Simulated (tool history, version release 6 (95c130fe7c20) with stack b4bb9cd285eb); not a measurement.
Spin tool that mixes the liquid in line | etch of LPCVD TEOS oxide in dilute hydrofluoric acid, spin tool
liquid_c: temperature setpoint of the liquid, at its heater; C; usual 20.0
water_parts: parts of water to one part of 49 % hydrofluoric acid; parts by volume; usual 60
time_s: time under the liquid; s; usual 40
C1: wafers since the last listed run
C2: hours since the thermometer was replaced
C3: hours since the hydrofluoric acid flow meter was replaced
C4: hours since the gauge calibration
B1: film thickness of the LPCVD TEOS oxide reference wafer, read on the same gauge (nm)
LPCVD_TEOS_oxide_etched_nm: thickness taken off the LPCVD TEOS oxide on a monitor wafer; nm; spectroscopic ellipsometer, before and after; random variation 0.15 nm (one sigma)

{"run": 1, "hour": 0.0, "liquid_c": 20.0, "water_parts": 60, "time_s": 40, "C1": 0, "C2": 957.6, "C3": 1185.4, "C4": 605.7, "B1": 110.01, "LPCVD_TEOS_oxide_etched_nm": 18.25}
{"hour": 23.3, "done": "gauge calibrated"}
{"run": 2, "hour": 60.1, "liquid_c": 20.0, "water_parts": 60, "time_s": 40, "C1": 454, "C2": 1017.7, "C3": 1245.5, "C4": 36.8, "B1": 109.98, "LPCVD_TEOS_oxide_etched_nm": 18.44}
{"run": 3, "hour": 95.3, "liquid_c": 20.0, "water_parts": 60, "time_s": 40, "C1": 266, "C2": 1052.9, "C3": 1280.7, "C4": 72.0, "B1": 109.97, "LPCVD_TEOS_oxide_etched_nm": 18.35}
{"run": 4, "hour": 164.0, "liquid_c": 20.0, "water_parts": 60, "time_s": 25, "C1": 519, "C2": 1121.6, "C3": 1349.4, "C4": 140.7, "B1": 110.0, "LPCVD_TEOS_oxide_etched_nm": 11.28}
{"run": 5, "hour": 206.3, "liquid_c": 20.0, "water_parts": 60, "time_s": 40, "C1": 320, "C2": 1163.9, "C3": 1391.7, "C4": 183.0, "B1": 110.02, "LPCVD_TEOS_oxide_etched_nm": 18.01}
{"run": 6, "hour": 241.7, "liquid_c": 20.0, "water_parts": 60, "time_s": 40, "C1": 267, "C2": 1199.3, "C3": 1427.1, "C4": 218.4, "B1": 109.98, "LPCVD_TEOS_oxide_etched_nm": 18.03}
{"run": 7, "hour": 308.6, "liquid_c": 18.0, "water_parts": 60, "time_s": 60, "C1": 506, "C2": 1266.2, "C3": 1494.0, "C4": 285.3, "B1": 109.99, "LPCVD_TEOS_oxide_etched_nm": 24.61}
{"run": 8, "hour": 357.7, "liquid_c": 18.0, "water_parts": 60, "time_s": 60, "C1": 371, "C2": 1315.3, "C3": 1543.1, "C4": 334.4, "B1": 110.01, "LPCVD_TEOS_oxide_etched_nm": 24.42}
{"run": 9, "hour": 389.3, "liquid_c": 20.0, "water_parts": 60, "time_s": 40, "C1": 239, "C2": 1346.9, "C3": 1574.7, "C4": 366.0, "B1": 109.98, "LPCVD_TEOS_oxide_etched_nm": 17.58}
{"hour": 404.2, "done": "thermometer replaced"}
{"run": 10, "hour": 456.4, "liquid_c": 20.0, "water_parts": 60, "time_s": 40, "C1": 500, "C2": 52.2, "C3": 1641.8, "C4": 433.1, "B1": 110.04, "LPCVD_TEOS_oxide_etched_nm": 19.57}
{"run": 11, "hour": 493.6, "liquid_c": 20.0, "water_parts": 60, "time_s": 40, "C1": 281, "C2": 89.4, "C3": 1679.0, "C4": 470.3, "B1": 109.99, "LPCVD_TEOS_oxide_etched_nm": 19.06}
{"run": 12, "hour": 540.8, "liquid_c": 18.0, "water_parts": 60, "time_s": 30, "C1": 357, "C2": 136.6, "C3": 1726.2, "C4": 517.5, "B1": 110.01, "LPCVD_TEOS_oxide_etched_nm": 13.07}
{"run": 13, "hour": 570.2, "liquid_c": 21.5, "water_parts": 75, "time_s": 25, "C1": 222, "C2": 166.0, "C3": 1755.6, "C4": 546.9, "B1": 110.03, "LPCVD_TEOS_oxide_etched_nm": 9.96}
{"hour": 586.1, "done": "gauge calibrated"}
{"hour": 605.5, "done": "hydrofluoric acid flow meter replaced"}
{"run": 14, "hour": 608.8, "liquid_c": 20.0, "water_parts": 60, "time_s": 50, "C1": 284, "C2": 204.6, "C3": 3.3, "C4": 22.7, "B1": 110.0, "LPCVD_TEOS_oxide_etched_nm": 25.72}
{"run": 15, "hour": 677.1, "liquid_c": 20.0, "water_parts": 60, "time_s": 60, "C1": 516, "C2": 272.9, "C3": 71.6, "C4": 91.0, "B1": 109.99, "LPCVD_TEOS_oxide_etched_nm": 30.46}
{"run": 16, "hour": 716.9, "liquid_c": 20.0, "water_parts": 35, "time_s": 40, "C1": 301, "C2": 312.7, "C3": 111.4, "C4": 130.8, "B1": 109.99, "LPCVD_TEOS_oxide_etched_nm": 36.01}
{"run": 17, "hour": 753.8, "liquid_c": 17.0, "water_parts": 80, "time_s": 40, "C1": 279, "C2": 349.6, "C3": 148.3, "C4": 167.7, "B1": 110.01, "LPCVD_TEOS_oxide_etched_nm": 13.12}
{"run": 18, "hour": 811.5, "liquid_c": 22.0, "water_parts": 60, "time_s": 65, "C1": 436, "C2": 407.3, "C3": 206.0, "C4": 225.4, "B1": 109.97, "LPCVD_TEOS_oxide_etched_nm": 35.48}
{"run": 19, "hour": 867.8, "liquid_c": 20.0, "water_parts": 60, "time_s": 40, "C1": 426, "C2": 463.6, "C3": 262.3, "C4": 281.7, "B1": 109.99, "LPCVD_TEOS_oxide_etched_nm": 19.96}
{"run": 20, "hour": 936.2, "liquid_c": 17.0, "water_parts": 85, "time_s": 65, "C1": 517, "C2": 532.0, "C3": 330.7, "C4": 350.1, "B1": 109.99, "LPCVD_TEOS_oxide_etched_nm": 19.58}
{"run": 21, "hour": 977.5, "liquid_c": 18.5, "water_parts": 70, "time_s": 40, "C1": 312, "C2": 573.3, "C3": 372.0, "C4": 391.4, "B1": 110.01, "LPCVD_TEOS_oxide_etched_nm": 15.65}
{"run": 22, "hour": 1042.1, "liquid_c": 22.0, "water_parts": 60, "time_s": 65, "C1": 488, "C2": 637.9, "C3": 436.6, "C4": 456.0, "B1": 110.01, "LPCVD_TEOS_oxide_etched_nm": 34.86}

3 ways to go on from here, each from the tool as it stands after run 22. What would each give?
{"run": "A", "hour": 1042.5, "liquid_c": 20.0, "water_parts": 60, "time_s": 40, "C1": 3, "C2": 638.3, "C3": 437.0, "C4": 456.4, "B1": "?", "LPCVD_TEOS_oxide_etched_nm": "?"}
{"run": "B", "hour": 1042.5, "liquid_c": 24.5, "water_parts": 60, "time_s": 60, "C1": 3, "C2": 638.3, "C3": 437.0, "C4": 456.4, "B1": "?", "LPCVD_TEOS_oxide_etched_nm": "?"}
{"run": "C", "hour": 1042.5, "liquid_c": 20.0, "water_parts": 30, "time_s": 50, "C1": 3, "C2": 638.3, "C3": 437.0, "C4": 456.4, "B1": "?", "LPCVD_TEOS_oxide_etched_nm": "?"}

run=A B1=109.99 LPCVD_TEOS_oxide_etched_nm=19.67
run=B B1=109.99 LPCVD_TEOS_oxide_etched_nm=35.62
run=C B1=109.99 LPCVD_TEOS_oxide_etched_nm=50.93
Without the tool's hidden state the same runs would have given:
run=A LPCVD_TEOS_oxide_etched_nm=21.46
run=B LPCVD_TEOS_oxide_etched_nm=38.78
run=C LPCVD_TEOS_oxide_etched_nm=55.62

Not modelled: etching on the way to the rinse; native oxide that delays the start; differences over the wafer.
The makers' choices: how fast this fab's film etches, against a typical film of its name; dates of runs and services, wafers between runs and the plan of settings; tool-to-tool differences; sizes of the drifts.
